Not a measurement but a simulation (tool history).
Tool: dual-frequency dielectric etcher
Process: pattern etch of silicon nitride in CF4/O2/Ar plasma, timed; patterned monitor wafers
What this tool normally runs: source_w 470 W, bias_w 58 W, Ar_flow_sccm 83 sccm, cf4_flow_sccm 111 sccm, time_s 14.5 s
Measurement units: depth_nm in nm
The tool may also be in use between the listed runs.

run,day,source_w,bias_w,Ar_flow_sccm,cf4_flow_sccm,time_s,"read-back reference wafer on the same gauge, depth_nm",depth_nm
1,0.000,470,58,69,111,14.5,24.31,29.14
2,2.388,470,58,83,111,14.5,24.31,27.98
3,4.104,470,58,83,111,14.5,24.24,27.87
4,5.338,470,58,83,111,14.5,24.33,27.91
# day 7.358: gauge calibrated
# day 8.754: upper electrode replaced
5,8.775,470,58,83,111,14.5,24.28,28.03
6,9.850,440,58,83,111,14.5,24.31,26.46
# day 10.812: source power generator calibrated
7,12.021,470,58,75,100,11.0,24.25,22.30
8,13.125,400,71,91,120,14.5,24.27,27.38
9,15.204,550,47,83,111,14.5,24.25,31.54
# day 15.575: CF4 flow controller replaced
10,17.562,470,58,90,111,17.0,24.32,34.27
# day 18.283: bias power generator calibrated
11,18.575,470,58,83,111,14.5,24.29,29.42
12,20.617,410,58,76,118,11.0,24.32,19.52
# day 23.300: wet clean of the chamber
13,23.550,360,51,83,92,16.5,24.29,23.07
14,25.312,470,58,83,111,15.5,24.31,31.50
15,27.942,470,50,89,111,14.5,24.30,27.13
16,30.504,470,58,68,111,18.0,24.31,37.32
# day 31.704: Ar flow controller replaced
17,36.196,470,58,83,111,14.5,24.31,29.18

Predict the results of run 18:
18,38.288,470,58,83,111,13.0,?,?

Run 18 gave read-back reference wafer on the same gauge, depth_nm 24.30, depth_nm 26.40 nm.
With the hidden condition absent and the run-to-run variation left alone, this run would have shown depth_nm 26.56 nm.
